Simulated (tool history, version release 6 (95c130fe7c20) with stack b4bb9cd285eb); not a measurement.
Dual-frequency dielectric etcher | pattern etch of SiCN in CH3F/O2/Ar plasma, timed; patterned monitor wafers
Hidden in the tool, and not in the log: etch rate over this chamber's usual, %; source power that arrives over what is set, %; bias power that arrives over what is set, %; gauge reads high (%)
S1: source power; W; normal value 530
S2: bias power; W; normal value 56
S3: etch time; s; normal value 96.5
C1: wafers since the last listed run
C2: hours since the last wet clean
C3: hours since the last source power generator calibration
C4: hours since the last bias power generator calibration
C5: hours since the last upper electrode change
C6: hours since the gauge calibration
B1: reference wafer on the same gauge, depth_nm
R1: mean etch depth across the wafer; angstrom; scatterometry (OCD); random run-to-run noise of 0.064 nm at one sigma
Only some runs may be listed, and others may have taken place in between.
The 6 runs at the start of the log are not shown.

| run | day | S1 | S2 | S3 | C1 | C2 | C3 | C4 | C5 | C6 | B1 | R1 |
|---|---|---|---|---|---|---|---|---|---|---|---|---|
| 7 | 12.892 | 530 | 56 | 96.5 | 402 | 431 | 3537.4 | 4217 | 2195.8 | 1573 | 34 | 346 |
| 8 | 14.521 | 530 | 56 | 96.5 | 393 | 470.1 | 3576.5 | 4256.1 | 2234.9 | 1612.1 | 33.99 | 346.6 |
| 9 | 16.133 | 530 | 56 | 96.5 | 389 | 508.8 | 3615.2 | 4294.8 | 2273.6 | 1650.8 | 33.99 | 344.9 |
| 10 | 17.721 | 530 | 56 | 96.5 | 383 | 546.9 | 3653.3 | 4332.9 | 2311.7 | 1688.9 | 34 | 344.5 |
| 11 | 18.812 | 530 | 56 | 96.5 | 263 | 573.1 | 3679.5 | 4359.1 | 2337.9 | 1715.1 | 33.99 | 344.7 |
|  | 20.062 | wet clean of the chamber |
| 12 | 20.429 | 530 | 56 | 96.5 | 149 | 8.8 | 3718.3 | 4397.9 | 2376.7 | 1753.9 | 33.99 | 351.6 |
| 13 | 26.021 | 530 | 56 | 96.5 | 1351 | 143 | 3852.5 | 4532.1 | 2510.9 | 1888.1 | 33.98 | 350.1 |
| 14 | 27.446 | 400 | 56 | 96.5 | 344 | 177.2 | 3886.7 | 4566.3 | 2545.1 | 1922.3 | 33.98 | 309.9 |
| 15 | 29.183 | 530 | 56 | 96.5 | 419 | 218.9 | 3928.4 | 4608 | 2586.8 | 1964 | 33.99 | 349.4 |
| 16 | 32 | 570 | 61 | 74.5 | 680 | 286.5 | 3996 | 4675.6 | 2654.4 | 2031.6 | 33.99 | 284.1 |
|  | 33.083 | gauge calibrated |
|  | 33.196 | bias power generator calibrated |
| 17 | 34.888 | 530 | 56 | 96.5 | 657 | 355.8 | 4065.3 | 40.6 | 2723.7 | 43.3 | 33.99 | 348.4 |
| 18 | 36.367 | 420 | 56 | 96.5 | 357 | 391.3 | 4100.8 | 76.1 | 2759.2 | 78.8 | 33.99 | 313.8 |
| 19 | 37.862 | 420 | 50 | 82 | 361 | 427.2 | 4136.7 | 112 | 2795.1 | 114.7 | 33.99 | 258.4 |
| 20 | 38.946 | 630 | 47 | 96.5 | 261 | 453.2 | 4162.7 | 138 | 2821.1 | 140.7 | 33.99 | 356.3 |
| 21 | 40.1 | 530 | 56 | 96.5 | 278 | 480.9 | 4190.4 | 165.7 | 2848.8 | 168.4 | 34.01 | 344.8 |
| 22 | 42.05 | 600 | 62 | 96.5 | 471 | 527.7 | 4237.2 | 212.5 | 2895.6 | 215.2 | 34.01 | 373.1 |
|  | 43.15 | wet clean of the chamber |
| 23 | 43.254 | 530 | 56 | 96.5 | 49 | 2.5 | 4266.1 | 241.4 | 2924.5 | 244.1 | 34.02 | 354.1 |
|  | 43.483 | source power generator calibrated |
|  | 44.908 | upper electrode replaced |
| 24 | 51.354 | 530 | 66 | 81.5 | 1675 | 196.9 | 188.9 | 435.8 | 154.7 | 438.5 | 34.02 | 316.6 |
| 25 | 54.338 | 530 | 56 | 96.5 | 721 | 268.5 | 260.5 | 507.4 | 226.3 | 510.1 | 34 | 358.4 |
| 26 | 55.7 | 460 | 46 | 113 | 329 | 301.2 | 293.2 | 540.1 | 259 | 542.8 | 33.99 | 375.9 |
| 27 | 58.571 | 530 | 61 | 96.5 | 693 | 370.1 | 362.1 | 609 | 327.9 | 611.7 | 34 | 364.2 |
| 28 | 60.829 | 460 | 46 | 113 | 545 | 424.3 | 416.3 | 663.2 | 382.1 | 665.9 | 34 | 373.8 |
| 29 | 63.2 | 530 | 56 | 96.5 | 573 | 481.2 | 473.2 | 720.1 | 439 | 722.8 | 34.02 | 355.9 |
|  | 67.888 | wet clean of the chamber |
| 30 | 69.671 | 570 | 43 | 125 | 1322 | 42.8 | 628.5 | 875.4 | 594.3 | 878.1 | 34 | 453.6 |
| 31 | 71.604 | 480 | 45 | 96.5 | 467 | 89.2 | 674.9 | 921.8 | 640.7 | 924.5 | 34 | 328.5 |

Consider 3 possible next runs. They are alternatives, not a sequence: every one starts from the tool as it was left by run 31. What does each give?
| A | 71.621 | 530 | 56 | 96.5 | 4 | 89.6 | 675.3 | 922.2 | 641.1 | 924.9 | ? | ? |
| B | 71.621 | 530 | 56 | 74.5 | 4 | 89.6 | 675.3 | 922.2 | 641.1 | 924.9 | ? | ? |
| C | 71.621 | 430 | 56 | 96.5 | 4 | 89.6 | 675.3 | 922.2 | 641.1 | 924.9 | ? | ? |

| run | B1 | R1 |
|---|---|---|
| A | 34 | 361.8 |
| B | 34 | 279.3 |
| C | 34 | 330.7 |
Take away the tool's hidden state, keep each run's random variation, and the runs would have read:
| run | R1 |
|---|---|
| A | 362.9 |
| B | 280.2 |
| C | 331.8 |

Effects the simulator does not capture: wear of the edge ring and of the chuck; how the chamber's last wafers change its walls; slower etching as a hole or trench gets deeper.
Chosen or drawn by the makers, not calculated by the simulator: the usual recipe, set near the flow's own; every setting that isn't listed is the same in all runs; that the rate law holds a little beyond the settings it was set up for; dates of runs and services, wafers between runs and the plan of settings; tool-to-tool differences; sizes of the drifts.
